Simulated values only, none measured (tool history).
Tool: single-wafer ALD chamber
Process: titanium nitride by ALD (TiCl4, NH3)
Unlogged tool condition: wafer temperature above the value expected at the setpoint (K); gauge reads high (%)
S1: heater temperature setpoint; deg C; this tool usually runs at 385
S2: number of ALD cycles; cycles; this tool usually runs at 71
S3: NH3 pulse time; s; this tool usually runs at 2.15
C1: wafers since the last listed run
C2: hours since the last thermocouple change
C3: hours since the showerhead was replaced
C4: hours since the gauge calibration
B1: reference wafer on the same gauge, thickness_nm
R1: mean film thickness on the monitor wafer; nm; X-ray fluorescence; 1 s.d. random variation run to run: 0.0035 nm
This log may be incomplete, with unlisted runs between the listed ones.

| run | hour | S1 | S2 | S3 | C1 | C2 | C3 | C4 | B1 | R1 |
|---|---|---|---|---|---|---|---|---|---|---|
| 1 | 0 | 385 | 71 | 2.55 | 0 | 1246.7 | 4373.8 | 214.2 | 1.391 | 1.414 |
| 2 | 6.6 | 385 | 71 | 2.55 | 22 | 1253.3 | 4380.4 | 220.8 | 1.39 | 1.424 |
|  | 9.6 | gauge calibrated |
| 3 | 13.1 | 385 | 71 | 2.6 | 21 | 1259.8 | 4386.9 | 3.5 | 1.39 | 1.422 |
| 4 | 21 | 385 | 71 | 2.15 | 26 | 1267.7 | 4394.8 | 11.4 | 1.39 | 1.416 |
| 5 | 28.9 | 385 | 71 | 2.15 | 26 | 1275.6 | 4402.7 | 19.3 | 1.39 | 1.413 |
| 6 | 44.2 | 385 | 71 | 2.15 | 51 | 1290.9 | 4418 | 34.6 | 1.39 | 1.41 |
| 7 | 51.6 | 385 | 71 | 2.15 | 24 | 1298.3 | 4425.4 | 42 | 1.391 | 1.412 |
| 8 | 61.9 | 385 | 71 | 2.15 | 34 | 1308.6 | 4435.7 | 52.3 | 1.39 | 1.412 |
| 9 | 75.3 | 385 | 71 | 2.15 | 45 | 1322 | 4449.1 | 65.7 | 1.39 | 1.412 |
| 10 | 81.8 | 385 | 71 | 2.15 | 21 | 1328.5 | 4455.6 | 72.2 | 1.391 | 1.413 |
| 11 | 95.6 | 385 | 71 | 2.15 | 46 | 1342.3 | 4469.4 | 86 | 1.39 | 1.412 |
| 12 | 101.9 | 385 | 71 | 2.15 | 21 | 1348.6 | 4475.7 | 92.3 | 1.389 | 1.414 |
| 13 | 110.3 | 372 | 76 | 2.73 | 28 | 1357 | 4484.1 | 100.7 | 1.39 | 1.514 |
|  | 121.9 | thermocouple changed; heater temperature recalibrated |
| 14 | 122.4 | 374 | 65 | 2.15 | 13 | 0.5 | 4496.2 | 112.8 | 1.39 | 1.286 |
|  | 132.8 | showerhead replaced |
| 15 | 135.7 | 378 | 62 | 2.45 | 17 | 13.8 | 2.9 | 126.1 | 1.39 | 1.234 |
| 16 | 151.8 | 391 | 71 | 2.4 | 54 | 29.9 | 19 | 142.2 | 1.389 | 1.426 |
| 17 | 160.8 | 385 | 71 | 2.15 | 30 | 38.9 | 28 | 151.2 | 1.39 | 1.415 |
| 18 | 177.9 | 396 | 71 | 2.15 | 57 | 56 | 45.1 | 168.3 | 1.39 | 1.421 |
| 19 | 189.6 | 385 | 71 | 2.15 | 39 | 67.7 | 56.8 | 180 | 1.39 | 1.418 |
| 20 | 195.7 | 395 | 71 | 2.15 | 20 | 73.8 | 62.9 | 186.1 | 1.391 | 1.424 |
|  | 202.9 | gauge calibrated |
| 21 | 210.8 | 385 | 61 | 2.99 | 50 | 88.9 | 78 | 7.9 | 1.389 | 1.229 |
| 22 | 223.6 | 395 | 61 | 1.3 | 43 | 101.7 | 90.8 | 20.7 | 1.39 | 1.204 |
| 23 | 237.7 | 385 | 66 | 2.15 | 47 | 115.8 | 104.9 | 34.8 | 1.389 | 1.308 |
| 24 | 251.4 | 385 | 71 | 2.15 | 46 | 129.5 | 118.6 | 48.5 | 1.39 | 1.414 |
| 25 | 269 | 385 | 71 | 2.7 | 59 | 147.1 | 136.2 | 66.1 | 1.39 | 1.424 |

Forecast each of these 3 alternatives for the next run:
| A | 269.6 | 385 | 71 | 2.15 | 2 | 147.7 | 136.8 | 66.7 | ? | ? |
| B | 269.6 | 396 | 81 | 2.73 | 2 | 147.7 | 136.8 | 66.7 | ? | ? |
| C | 269.6 | 389 | 71 | 2.15 | 2 | 147.7 | 136.8 | 66.7 | ? | ? |

| run | B1 | R1 |
|---|---|---|
| A | 1.39 | 1.415 |
| B | 1.39 | 1.639 |
| C | 1.39 | 1.419 |
With no hidden state in the tool, these same runs would have given:
| run | R1 |
|---|---|
| A | 1.415 |
| B | 1.639 |
| C | 1.419 |
